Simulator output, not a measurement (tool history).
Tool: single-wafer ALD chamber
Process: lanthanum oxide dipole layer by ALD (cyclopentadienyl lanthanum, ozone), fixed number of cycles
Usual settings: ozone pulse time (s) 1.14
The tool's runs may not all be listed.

run    hour  ozone pulse time (s)  wafers since the last listed run  hours since the last thermocouple change  hours since the last ozone generator service  hours since the showerhead was replaced  hours since the gauge calibration  read-back reference wafer on the same gauge, thickness_nm  mean film thickness on the monitor wafer (Å)
  1       0                  1.14                                 0                                    2248.9                                         629.1                                     3618                             1180.6                                                      0.522                                          4.97
  2    46.4                  1.01                               516                                    2295.3                                         675.5                                   3664.4                               1227                                                      0.522                                          4.82
       76.8  -- showerhead replaced
  3   111.7                  1.14                               638                                    2360.6                                         740.8                                     34.9                             1292.3                                                      0.522                                          4.96
  4     148                  1.14                               404                                    2396.9                                         777.1                                     71.2                             1328.6                                                      0.523                                          4.95
      172.8  -- thermocouple changed; heater temperature recalibrated
  5   202.2                  1.14                               514                                      29.4                                         831.3                                    125.4                             1382.8                                                      0.522                                          4.96
  6   261.8                  1.14                               663                                        89                                         890.9                                      185                             1442.4                                                      0.522                                          4.94
        299  -- gauge calibrated
  7   308.2                  1.14                               516                                     135.4                                         937.3                                    231.4                                9.2                                                      0.497                                           4.7
  8   332.8                  1.14                               274                                       160                                         961.9                                      256                               33.8                                                        0.5                                          4.73
  9   378.7                  1.49                               511                                     205.9                                        1007.8                                    301.9                               79.7                                                      0.501                                          4.95
 10   566.4                  0.82                              2090                                     393.6                                        1195.5                                    489.6                              267.4                                                      0.508                                          4.51
 11   622.5                  0.96                               624                                     449.7                                        1251.6                                    545.7                              323.5                                                       0.51                                          4.68
 12     661                  1.14                               428                                     488.2                                        1290.1                                    584.2                                362                                                      0.511                                          4.84
 13     723                     1                               690                                     550.2                                        1352.1                                    646.2                                424                                                      0.512                                          4.76
 14   764.2                   0.7                               458                                     591.4                                        1393.3                                    687.4                              465.2                                                      0.512                                          4.39
 15   803.9                  1.14                               442                                     631.1                                          1433                                    727.1                              504.9                                                      0.513                                          4.87
 16   860.4                  1.37                               629                                     687.6                                        1489.5                                    783.6                              561.4                                                      0.515                                          5.01
      874.6  -- ozone generator serviced
 17   929.1                  1.57                               676                                     756.3                                          54.5                                    852.3                              630.1                                                      0.515                                          5.16
 18   960.8                  1.36                               353                                       788                                          86.2                                      884                              661.8                                                      0.516                                          5.06
 19  1022.4                  0.73                               686                                     849.6                                         147.8                                    945.6                              723.4                                                      0.518                                          4.44
 20  1079.3                  0.99                               633                                     906.5                                         204.7                                   1002.5                              780.3                                                      0.518                                          4.78
 21  1119.2                  1.28                               444                                     946.4                                         244.6                                   1042.4                              820.2                                                      0.518                                          4.95
 22  1168.6                  0.74                               550                                     995.8                                           294                                   1091.8                              869.6                                                      0.518                                          4.49
 23  1220.2                   0.8                               574                                    1047.4                                         345.6                                   1143.4                              921.2                                                       0.52                                          4.57
 24  1285.5                  0.81                               727                                    1112.7                                         410.9                                   1208.7                              986.5                                                      0.519                                          4.61
 25  1331.9                  1.52                               516                                    1159.1                                         457.3                                   1255.1                             1032.9                                                      0.521                                          5.17
 26  1510.7                  1.14                              1991                                    1337.9                                         636.1                                   1433.9                             1211.7                                                      0.522                                          4.93
 27  1542.1                   0.9                               349                                    1369.3                                         667.5                                   1465.3                             1243.1                                                      0.521                                          4.71
 28    1576                  1.14                               377                                    1403.2                                         701.4                                   1499.2                               1277                                                      0.521                                          4.92
 29  1617.6                  1.27                               463                                    1444.8                                           743                                   1540.8                             1318.6                                                      0.521                                          5.02
 30  1665.2                  1.32                               530                                    1492.4                                         790.6                                   1588.4                             1366.2                                                      0.521                                          5.09
 31    1712                  1.46                               521                                    1539.2                                         837.4                                   1635.2                               1413                                                      0.522                                          5.11
     1753.7  -- gauge calibrated
 32  1758.7                  0.79                               520                                    1585.9                                         884.1                                   1681.9                                  5                                                      0.503                                          4.47
 33    1799                  1.14                               448                                    1626.2                                         924.4                                   1722.2                               45.3                                                      0.504                                          4.81

Some steps in mean film thickness on the monitor wafer (Å) between neighbouring runs. How much of each would the tool show without its hidden state too (settings, what came in, random variation), and how much is left for the hidden state, with any gauge scatter that isn't in both results?
The hidden state here: wafer temperature above the value expected at the setpoint (K); ozone dose above that of a generator just serviced (%); gauge reads high (%).
Run 6 -> 7: gauge calibrated. mean film thickness on the monitor wafer (Å) -0.24: hidden state -0.23, all else -0.01.
Run 9 -> 10: ozone pulse time (s) 1.49 -> 0.82. mean film thickness on the monitor wafer (Å) -0.44: hidden state +0.06, all else -0.5.
Run 18 -> 19: ozone pulse time (s) 1.36 -> 0.73. mean film thickness on the monitor wafer (Å) -0.62: hidden state -0.01, all else -0.61.
Run 24 -> 25: ozone pulse time (s) 0.81 -> 1.52. mean film thickness on the monitor wafer (Å) +0.56: hidden state +0.03, all else +0.53.
Run 31 -> 32: ozone pulse time (s) 1.46 -> 0.79, gauge calibrated. mean film thickness on the monitor wafer (Å) -0.64: hidden state -0.19, all else -0.45.

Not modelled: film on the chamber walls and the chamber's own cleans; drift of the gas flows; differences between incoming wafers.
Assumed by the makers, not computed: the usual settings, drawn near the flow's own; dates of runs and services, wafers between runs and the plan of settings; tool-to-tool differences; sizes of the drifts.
